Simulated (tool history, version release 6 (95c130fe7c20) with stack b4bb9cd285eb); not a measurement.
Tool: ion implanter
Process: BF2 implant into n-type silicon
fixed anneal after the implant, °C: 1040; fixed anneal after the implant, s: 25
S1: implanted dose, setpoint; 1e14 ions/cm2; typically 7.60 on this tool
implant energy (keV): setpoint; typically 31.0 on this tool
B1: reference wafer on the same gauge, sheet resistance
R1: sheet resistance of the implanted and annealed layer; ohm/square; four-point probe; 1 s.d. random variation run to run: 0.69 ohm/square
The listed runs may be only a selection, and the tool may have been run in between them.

Run 1, hour 0.0: usual settings; B1 171.03. Result: R1 161.16 ohm/square.
Run 2, hour 10.5: usual settings; B1 170.89. Result: R1 162.66 ohm/square.
Run 3, hour 18.5: usual settings; B1 171.05. Result: R1 161.58 ohm/square.
Run 4, hour 33.5: usual settings; B1 171.17. Result: R1 162.14 ohm/square.
Run 5, hour 50.9: usual settings; B1 170.86. Result: R1 160.70 ohm/square.
Run 6, hour 63.6: usual settings; B1 170.92. Result: R1 160.90 ohm/square.
Run 7, hour 80.0: usual settings; B1 171.05. Result: R1 161.66 ohm/square.
Run 8, hour 130.9: usual settings; B1 171.08. Result: R1 162.00 ohm/square.
Run 9, hour 143.3: usual settings; B1 170.87. Result: R1 162.92 ohm/square.
Run 10, hour 153.1: usual settings; B1 171.09. Result: R1 160.47 ohm/square.
Run 11, hour 166.3: usual settings but S1 6.05 1e14 ions/cm2; B1 171.12. Result: R1 194.10 ohm/square.
Run 12, hour 181.2: usual settings but S1 6.05 1e14 ions/cm2; B1 170.84. Result: R1 195.64 ohm/square.
Run 13, hour 190.6: usual settings but S1 6.05 1e14 ions/cm2; B1 170.92. Result: R1 196.76 ohm/square.
Run 14, hour 198.6: usual settings but S1 8.61 1e14 ions/cm2, implant energy (keV) 24.5; B1 170.91. Result: R1 153.85 ohm/square.
Run 15, hour 205.1: usual settings but S1 6.16 1e14 ions/cm2, implant energy (keV) 39.5; B1 171.17. Result: R1 188.23 ohm/square.
Run 16, hour 222.2: usual settings but S1 9.43 1e14 ions/cm2, implant energy (keV) 35.0; B1 170.91. Result: R1 133.05 ohm/square.
At hour 233.8: gauge calibrated.
Run 17, hour 234.5: usual settings but S1 8.50 1e14 ions/cm2, implant energy (keV) 22.0; B1 170.88. Result: R1 157.99 ohm/square.
Run 18, hour 248.2: usual settings but S1 5.55 1e14 ions/cm2, implant energy (keV) 34.0; B1 171.03. Result: R1 207.03 ohm/square.
Run 19, hour 262.1: usual settings; B1 170.94. Result: R1 162.22 ohm/square.
Run 20, hour 271.2: usual settings but implant energy (keV) 27.5; B1 170.99. Result: R1 164.84 ohm/square.
At hour 281.0: extraction supply calibrated.
Run 21, hour 286.5: usual settings but S1 9.74 1e14 ions/cm2, implant energy (keV) 35.5; B1 171.03. Result: R1 129.26 ohm/square.
Run 22, hour 300.4: usual settings but S1 6.07 1e14 ions/cm2, implant energy (keV) 35.0; B1 170.98. Result: R1 192.03 ohm/square.
Run 23, hour 315.1: usual settings but S1 8.69 1e14 ions/cm2, implant energy (keV) 38.5; B1 170.93. Result: R1 141.32 ohm/square.
At hour 329.2: Faraday cup replaced and dose calibrated.
Run 24, hour 329.7: usual settings; B1 170.87. Result: R1 161.03 ohm/square.
Run 25, hour 332.2: usual settings but S1 5.36 1e14 ions/cm2, implant energy (keV) 23.0; B1 171.00. Result: R1 223.94 ohm/square.
Run 26, hour 341.6: usual settings; B1 170.90. Result: R1 162.72 ohm/square.
Run 27, hour 352.0: usual settings but implant energy (keV) 20.5; B1 170.93. Result: R1 173.81 ohm/square.
Run 28, hour 358.8: usual settings but S1 8.53 1e14 ions/cm2, implant energy (keV) 41.0; B1 171.02. Result: R1 141.24 ohm/square.
Run 29, hour 368.3: usual settings but S1 5.73 1e14 ions/cm2, implant energy (keV) 36.0; B1 171.05. Result: R1 203.60 ohm/square.
Run 30, hour 376.2: usual settings; B1 171.06. Result: R1 162.16 ohm/square.
Run 31, hour 387.7: usual settings but S1 9.36 1e14 ions/cm2, implant energy (keV) 41.0; B1 170.95. Result: R1 130.47 ohm/square.
Run 32, hour 394.2: usual settings but S1 8.75 1e14 ions/cm2, implant energy (keV) 26.0; B1 171.07. Result: R1 148.14 ohm/square.
Run 33, hour 400.9: usual settings; B1 171.02. Result: R1 161.01 ohm/square.
Run 34, hour 417.1: usual settings but S1 5.73 1e14 ions/cm2, implant energy (keV) 41.0; B1 170.98. Result: R1 200.41 ohm/square.
Run 35, hour 433.9: usual settings but S1 9.11 1e14 ions/cm2, implant energy (keV) 41.5; B1 170.94. Result: R1 133.12 ohm/square.
Run 36, hour 445.0: usual settings but implant energy (keV) 40.5; B1 170.99. Result: R1 156.82 ohm/square.
Run 37, hour 459.9: usual settings but S1 9.64 1e14 ions/cm2; B1 170.99. Result: R1 134.46 ohm/square.
Run 38, hour 468.1: usual settings but S1 9.11 1e14 ions/cm2, implant energy (keV) 41.5; B1 171.06. Result: R1 133.34 ohm/square.

Each row is a separate what-if for the run after 38, all from the same tool condition, not one after another. Results?
Run A, hour 468.5: usual settings; B1 ?. Result: R1 ?.
Run B, hour 468.5: usual settings but S1 8.42 1e14 ions/cm2, implant energy (keV) 20.5; B1 ?. Result: R1 ?.
Run C, hour 468.5: usual settings but S1 8.58 1e14 ions/cm2, implant energy (keV) 26.5; B1 ?. Result: R1 ?.

run      B1      R1
  A  171.05  162.41
  B  171.05  162.12
  C  171.05  151.84
With the hidden condition removed and each run's random variation left untouched, the same runs would have given:
run      R1
  A  162.41
  B  162.12
  C  151.84
